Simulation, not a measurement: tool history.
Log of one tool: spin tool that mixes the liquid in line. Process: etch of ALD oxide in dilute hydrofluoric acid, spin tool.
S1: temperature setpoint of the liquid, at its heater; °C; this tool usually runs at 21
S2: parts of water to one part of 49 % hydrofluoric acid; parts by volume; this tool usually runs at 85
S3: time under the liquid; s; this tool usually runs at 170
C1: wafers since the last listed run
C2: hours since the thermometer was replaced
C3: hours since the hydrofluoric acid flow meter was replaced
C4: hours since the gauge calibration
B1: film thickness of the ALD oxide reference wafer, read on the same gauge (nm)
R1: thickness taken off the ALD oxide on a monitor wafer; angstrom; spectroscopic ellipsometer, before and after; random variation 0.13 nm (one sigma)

run 1 hour=0 | S1=20 S2=85 S3=170 | C1=0 C2=525.6 C3=1200.5 C4=2340.5 | B1=29.99 | R1=243.2
run 2 hour=59.2 | S1=21 S2=85 S3=170 | C1=595 C2=584.8 C3=1259.7 C4=2399.7 | B1=30.01 | R1=251
run 3 hour=91.1 | S1=21 S2=85 S3=170 | C1=321 C2=616.7 C3=1291.6 C4=2431.6 | B1=30.01 | R1=252.6
run 4 hour=120.7 | S1=21 S2=85 S3=170 | C1=297 C2=646.3 C3=1321.2 C4=2461.2 | B1=30.03 | R1=251.9
-- hour=136.9 gauge calibrated
run 5 hour=145 | S1=22.5 S2=105 S3=170 | C1=244 C2=670.6 C3=1345.5 C4=8.1 | B1=30.02 | R1=210.7
run 6 hour=193.4 | S1=21 S2=85 S3=170 | C1=487 C2=719 C3=1393.9 C4=56.5 | B1=30 | R1=250.8
-- hour=234 thermometer replaced
run 7 hour=259.3 | S1=21 S2=85 S3=170 | C1=653 C2=25.3 C3=1459.8 C4=122.4 | B1=30 | R1=249.2
run 8 hour=297.9 | S1=21 S2=85 S3=170 | C1=388 C2=63.9 C3=1498.4 C4=161 | B1=30.03 | R1=250.5
-- hour=342.9 hydrofluoric acid flow meter replaced
run 9 hour=356.6 | S1=23.5 S2=105 S3=125 | C1=580 C2=122.6 C3=13.7 C4=219.7 | B1=30 | R1=152.7
run 10 hour=416.8 | S1=21 S2=85 S3=170 | C1=606 C2=182.8 C3=73.9 C4=279.9 | B1=29.98 | R1=238.7
run 11 hour=463.5 | S1=25.5 S2=60 S3=170 | C1=470 C2=229.5 C3=120.6 C4=326.6 | B1=29.99 | R1=418.7
run 12 hour=514.3 | S1=18 S2=85 S3=110 | C1=511 C2=280.3 C3=171.4 C4=377.4 | B1=30.01 | R1=136.4
run 13 hour=581.1 | S1=21 S2=110 S3=120 | C1=672 C2=347.1 C3=238.2 C4=444.2 | B1=29.98 | R1=125.2
run 14 hour=624.5 | S1=19.5 S2=85 S3=170 | C1=436 C2=390.5 C3=281.6 C4=487.6 | B1=30.01 | R1=220.8
run 15 hour=670.2 | S1=17 S2=60 S3=170 | C1=460 C2=436.2 C3=327.3 C4=533.3 | B1=30.01 | R1=293.9
run 16 hour=712.2 | S1=21 S2=85 S3=170 | C1=422 C2=478.2 C3=369.3 C4=575.3 | B1=30.01 | R1=234.5
run 17 hour=753.4 | S1=25.5 S2=70 S3=255 | C1=414 C2=519.4 C3=410.5 C4=616.5 | B1=29.98 | R1=529
run 18 hour=818.1 | S1=21 S2=85 S3=170 | C1=651 C2=584.1 C3=475.2 C4=681.2 | B1=29.96 | R1=234.1
-- hour=866.6 hydrofluoric acid flow meter replaced, repeated, since the last time left the tool worse
run 19 hour=877.9 | S1=21 S2=85 S3=170 | C1=591 C2=643.9 C3=11.3 C4=741 | B1=30.01 | R1=265.1
run 20 hour=909.7 | S1=25 S2=85 S3=170 | C1=320 C2=675.7 C3=43.1 C4=772.8 | B1=29.98 | R1=308.6
run 21 hour=963.5 | S1=17 S2=70 S3=235 | C1=541 C2=729.5 C3=96.9 C4=826.6 | B1=30.01 | R1=378.9
-- hour=980.8 thermometer replaced
run 22 hour=993.4 | S1=25.5 S2=105 S3=145 | C1=290 C2=12.6 C3=126.8 C4=856.5 | B1=30.01 | R1=212.8
run 23 hour=1041.5 | S1=24 S2=45 S3=215 | C1=484 C2=60.7 C3=174.9 C4=904.6 | B1=29.98 | R1=741.1
run 24 hour=1112.4 | S1=17.5 S2=55 S3=140 | C1=713 C2=131.6 C3=245.8 C4=975.5 | B1=30 | R1=299.3
run 25 hour=1155.7 | S1=23.5 S2=120 S3=135 | C1=435 C2=174.9 C3=289.1 C4=1018.8 | B1=30.03 | R1=155.1
run 26 hour=1201.3 | S1=18.5 S2=85 S3=230 | C1=459 C2=220.5 C3=334.7 C4=1064.4 | B1=30.03 | R1=318.1
run 27 hour=1236.2 | S1=22.5 S2=85 S3=80 | C1=351 C2=255.4 C3=369.6 C4=1099.3 | B1=30 | R1=130.4
run 28 hour=1307.6 | S1=23.5 S2=85 S3=225 | C1=718 C2=326.8 C3=441 C4=1170.7 | B1=30.03 | R1=383.8
run 29 hour=1364 | S1=21 S2=55 S3=170 | C1=567 C2=383.2 C3=497.4 C4=1227.1 | B1=29.98 | R1=419.3
run 30 hour=1411.5 | S1=21 S2=45 S3=170 | C1=478 C2=430.7 C3=544.9 C4=1274.6 | B1=29.98 | R1=510.7
run 31 hour=1471 | S1=17 S2=45 S3=210 | C1=598 C2=490.2 C3=604.4 C4=1334.1 | B1=29.99 | R1=533.8
run 32 hour=1506.5 | S1=21 S2=85 S3=170 | C1=357 C2=525.7 C3=639.9 C4=1369.6 | B1=30 | R1=258.3
run 33 hour=1547.8 | S1=17.5 S2=105 S3=245 | C1=415 C2=567 C3=681.2 C4=1410.9 | B1=29.99 | R1=256.7

Had the tool no unlogged condition, and each run kept its random variation, what would the results have been?
The tool's hidden condition here consists of: liquid colder than its thermometer reads (K); hydrofluoric acid flow below the setpoint (%); gauge reads high (%).
run=1 R1=254.7
run=2 R1=263.5
run=3 R1=265.5
run=4 R1=265
run=5 R1=222.1
run=6 R1=264.5
run=7 R1=263.4
run=8 R1=265.2
run=9 R1=169.4
run=10 R1=264.8
run=11 R1=464.3
run=12 R1=151.7
run=13 R1=140
run=14 R1=246.7
run=15 R1=327.9
run=16 R1=263
run=17 R1=593.8
run=18 R1=263.6
run=19 R1=265.7
run=20 R1=309.6
run=21 R1=380.8
run=22 R1=214.1
run=23 R1=746.7
run=24 R1=302.2
run=25 R1=157
run=26 R1=322.3
run=27 R1=132.3
run=28 R1=390.3
run=29 R1=427
run=30 R1=520.7
run=31 R1=545.4
run=32 R1=264.5
run=33 R1=263.3
